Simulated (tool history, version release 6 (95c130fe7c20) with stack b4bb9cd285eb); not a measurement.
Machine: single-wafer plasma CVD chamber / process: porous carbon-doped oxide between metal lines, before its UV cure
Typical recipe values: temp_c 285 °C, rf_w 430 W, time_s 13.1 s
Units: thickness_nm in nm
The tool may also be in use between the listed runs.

| run | hour | temp_c | rf_w | time_s | wafers since the last listed run | hours since the last thermocouple change | hours since the last RF generator calibration | hours since the showerhead was replaced | hours since the gauge calibration | read-back reference wafer on the same gauge, thickness_nm | thickness_nm |
|---|---|---|---|---|---|---|---|---|---|---|---|
| 1 | 0 | 285 | 430 | 13.1 | 0 | 1081.9 | 477.9 | 1671.8 | 1311.9 | 77.345 | 64.264 |
| 2 | 52 | 285 | 430 | 13.1 | 1778 | 1133.9 | 529.9 | 1723.8 | 1363.9 | 77.429 | 64.123 |
|  | 274.9 | thermocouple changed; heater temperature recalibrated |
| 3 | 299.4 | 285 | 430 | 13.1 | 8186 | 24.5 | 777.3 | 1971.2 | 1611.3 | 77.076 | 64.446 |
| 4 | 338.4 | 285 | 430 | 15 | 1333 | 63.5 | 816.3 | 2010.2 | 1650.3 | 77.185 | 73.039 |
|  | 343.6 | gauge calibrated |
| 5 | 497.3 | 285 | 430 | 15 | 5433 | 222.4 | 975.2 | 2169.1 | 153.7 | 80.614 | 76.225 |
| 6 | 552.4 | 285 | 490 | 11.9 | 1884 | 277.5 | 1030.3 | 2224.2 | 208.8 | 80.187 | 65.138 |
| 7 | 644.8 | 288 | 430 | 13.1 | 3159 | 369.9 | 1122.7 | 2316.6 | 301.2 | 79.662 | 64.442 |
| 8 | 681.4 | 288 | 430 | 13.1 | 1251 | 406.5 | 1159.3 | 2353.2 | 337.8 | 79.418 | 64.739 |
| 9 | 767.4 | 288 | 430 | 13.1 | 2940 | 492.5 | 1245.3 | 2439.2 | 423.8 | 78.927 | 64.544 |
|  | 850.5 | RF generator calibrated |
| 10 | 864.8 | 285 | 430 | 13.1 | 3057 | 589.9 | 14.3 | 2536.6 | 521.2 | 78.578 | 65.977 |
| 11 | 964.9 | 285 | 430 | 13.1 | 3423 | 690 | 114.4 | 2636.7 | 621.3 | 78.163 | 65.168 |
| 12 | 1065.9 | 285 | 370 | 13.1 | 3453 | 791 | 215.4 | 2737.7 | 722.3 | 77.922 | 60.111 |
| 13 | 1172.9 | 285 | 390 | 13.1 | 3659 | 898 | 322.4 | 2844.7 | 829.3 | 77.78 | 61.165 |
| 14 | 1262.4 | 285 | 390 | 13.1 | 3060 | 987.5 | 411.9 | 2934.2 | 918.8 | 77.601 | 61.054 |
| 15 | 1338.7 | 285 | 430 | 13.1 | 2609 | 1063.8 | 488.2 | 3010.5 | 995.1 | 77.43 | 64.09 |
| 16 | 1382.4 | 271 | 430 | 13.1 | 1494 | 1107.5 | 531.9 | 3054.2 | 1038.8 | 77.331 | 71.833 |
|  | 1472.6 | thermocouple changed; heater temperature recalibrated |
|  | 1655.6 | showerhead replaced |
| 17 | 1663.3 | 272 | 395 | 10.7 | 9058 | 190.7 | 812.8 | 7.7 | 1319.7 | 77.065 | 55.162 |
|  | 1694.8 | gauge calibrated |
| 18 | 1764.9 | 288 | 430 | 13.1 | 3474 | 292.3 | 914.4 | 109.3 | 70.1 | 81.024 | 66.592 |
| 19 | 1965.6 | 292 | 510 | 15.3 | 6863 | 493 | 1115.1 | 310 | 270.8 | 79.546 | 79.908 |
| 20 | 2013.5 | 298 | 475 | 15.6 | 1638 | 540.9 | 1163 | 357.9 | 318.7 | 79.242 | 76.035 |
| 21 | 2057.8 | 272 | 370 | 13.1 | 1514 | 585.2 | 1207.3 | 402.2 | 363 | 79.15 | 67.064 |
| 22 | 2107.5 | 299 | 430 | 11.2 | 1699 | 634.9 | 1257 | 451.9 | 412.7 | 78.845 | 51.3 |
| 23 | 2174.2 | 285 | 430 | 13.1 | 2280 | 701.6 | 1323.7 | 518.6 | 479.4 | 78.523 | 65.009 |
|  | 2192.7 | RF generator calibrated |
| 24 | 2260.5 | 285 | 430 | 13.1 | 2677 | 787.9 | 67.8 | 604.9 | 565.7 | 78.151 | 65.441 |
| 25 | 2340 | 299 | 510 | 11.5 | 2718 | 867.4 | 147.3 | 684.4 | 645.2 | 77.986 | 56.644 |
| 26 | 2400.4 | 273 | 360 | 13.1 | 2065 | 927.8 | 207.7 | 744.8 | 705.6 | 77.745 | 64.755 |
| 27 | 2446.2 | 285 | 470 | 13.1 | 1566 | 973.6 | 253.5 | 790.6 | 751.4 | 77.758 | 68.599 |
| 28 | 2523 | 285 | 430 | 13.1 | 2626 | 1050.4 | 330.3 | 867.4 | 828.2 | 77.514 | 64.791 |

For each run, the measured value with the value that run would have given without the tool's hidden condition subtracted. The run-to-run variation is shared by both, the gauge scatter possibly not:
Hidden state at play: wafer temperature above the value expected at the setpoint (K); delivered RF power above the setpoint (%); gauge reads high (%).
| run | thickness_nm |
|---|---|
| 1 | -3.611 |
| 2 | -3.636 |
| 3 | -3.775 |
| 4 | -4.295 |
| 5 | -1.08 |
| 6 | -1.251 |
| 7 | -1.714 |
| 8 | -1.89 |
| 9 | -2.237 |
| 10 | -2.63 |
| 11 | -2.888 |
| 12 | -2.886 |
| 13 | -3.135 |
| 14 | -3.265 |
| 15 | -3.532 |
| 16 | -4.018 |
| 17 | -3.301 |
| 18 | -0.545 |
| 19 | -2.162 |
| 20 | -2.329 |
| 21 | -2.258 |
| 22 | -1.887 |
| 23 | -2.637 |
| 24 | -2.931 |
| 25 | -2.726 |
| 26 | -3.259 |
| 27 | -3.557 |
| 28 | -3.507 |
